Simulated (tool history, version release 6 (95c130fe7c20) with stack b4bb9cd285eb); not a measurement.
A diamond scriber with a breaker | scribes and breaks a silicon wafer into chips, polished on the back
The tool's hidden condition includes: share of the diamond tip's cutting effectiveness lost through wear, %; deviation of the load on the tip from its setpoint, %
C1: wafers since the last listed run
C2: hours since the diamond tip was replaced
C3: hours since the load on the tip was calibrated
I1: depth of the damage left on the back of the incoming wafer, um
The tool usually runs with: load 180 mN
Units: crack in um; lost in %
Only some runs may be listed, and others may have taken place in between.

{"run": 1, "day": 0.0, "load": 180, "C1": 0, "C2": 700, "C3": 974, "I1": 0.03, "crack": 7.98, "lost": 0.94}
{"run": 2, "day": 0.35, "load": 180, "C1": 11, "C2": 708.4, "C3": 982.4, "I1": 0.01, "crack": 8.01, "lost": 0.85}
{"run": 3, "day": 0.942, "load": 180, "C1": 19, "C2": 722.6, "C3": 996.6, "I1": 0.03, "crack": 8.04, "lost": 0.85}
{"run": 4, "day": 1.433, "load": 180, "C1": 16, "C2": 734.4, "C3": 1008.4, "I1": 0.04, "crack": 8.02, "lost": 1.02}
{"run": 5, "day": 1.775, "load": 180, "C1": 11, "C2": 742.6, "C3": 1016.6, "I1": 0.03, "crack": 7.96, "lost": 1.02}
{"run": 6, "day": 2.108, "load": 180, "C1": 11, "C2": 750.6, "C3": 1024.6, "I1": 0.05, "crack": 7.95, "lost": 0.96}
{"run": 7, "day": 2.517, "load": 180, "C1": 13, "C2": 760.4, "C3": 1034.4, "I1": 0.04, "crack": 7.86, "lost": 1.05}
{"run": 8, "day": 3.192, "load": 180, "C1": 22, "C2": 776.6, "C3": 1050.6, "I1": 0.03, "crack": 7.95, "lost": 1.12}
{"run": 9, "day": 3.583, "load": 210, "C1": 13, "C2": 786, "C3": 1060, "I1": 0.02, "crack": 9.03, "lost": 1.52}
{"run": 10, "day": 3.883, "load": 201, "C1": 10, "C2": 793.2, "C3": 1067.2, "I1": 0.03, "crack": 8.74, "lost": 1.01}
{"run": 11, "day": 4.488, "load": 137, "C1": 20, "C2": 807.7, "C3": 1081.7, "I1": 0.03, "crack": 5.98, "lost": 12.61}
{"day": 4.746, "done": "load on the tip recalibrated"}
{"run": 12, "day": 4.8, "load": 220, "C1": 7, "C2": 815.2, "C3": 1.3, "I1": 0.02, "crack": 8.48, "lost": 0.74}
{"run": 13, "day": 5.483, "load": 180, "C1": 22, "C2": 831.6, "C3": 17.7, "I1": 0.02, "crack": 7.07, "lost": 4.15}
{"run": 14, "day": 5.879, "load": 230, "C1": 13, "C2": 841.1, "C3": 27.2, "I1": 0.04, "crack": 8.83, "lost": 1.06}
{"run": 15, "day": 6.708, "load": 180, "C1": 27, "C2": 861, "C3": 47.1, "I1": 0.03, "crack": 7.1, "lost": 4.43}
{"day": 6.871, "done": "diamond tip replaced by a new one"}
{"run": 16, "day": 7.329, "load": 180, "C1": 17, "C2": 11, "C3": 62, "I1": 0.02, "crack": 8.47, "lost": 0.75}
{"run": 17, "day": 7.783, "load": 222, "C1": 15, "C2": 21.9, "C3": 72.9, "I1": 0.03, "crack": 10.19, "lost": 5.12}
{"run": 18, "day": 8.438, "load": 207, "C1": 21, "C2": 37.6, "C3": 88.6, "I1": 0.03, "crack": 9.59, "lost": 3.24}
{"run": 19, "day": 8.721, "load": 154, "C1": 9, "C2": 44.4, "C3": 95.4, "I1": 0.01, "crack": 7.26, "lost": 2.95}

Predict each of these 3 candidate next runs independently; none follows another, all start after run 19:
{"run": "A", "day": 8.75, "load": 180, "C1": 0, "C2": 45.1, "C3": 96.1, "I1": 0.02, "crack": "?", "lost": "?"}
{"run": "B", "day": 8.75, "load": 195, "C1": 0, "C2": 45.1, "C3": 96.1, "I1": 0.02, "crack": "?", "lost": "?"}
{"run": "C", "day": 8.75, "load": 204, "C1": 0, "C2": 45.1, "C3": 96.1, "I1": 0.02, "crack": "?", "lost": "?"}

run=A crack=8.39 lost=0.77
run=B crack=9.05 lost=1.61
run=C crack=9.44 lost=2.59
Without the tool's hidden state the same runs would have given:
run=A crack=8.28 lost=0.75
run=B crack=8.93 lost=1.36
run=C crack=9.3 lost=2.21

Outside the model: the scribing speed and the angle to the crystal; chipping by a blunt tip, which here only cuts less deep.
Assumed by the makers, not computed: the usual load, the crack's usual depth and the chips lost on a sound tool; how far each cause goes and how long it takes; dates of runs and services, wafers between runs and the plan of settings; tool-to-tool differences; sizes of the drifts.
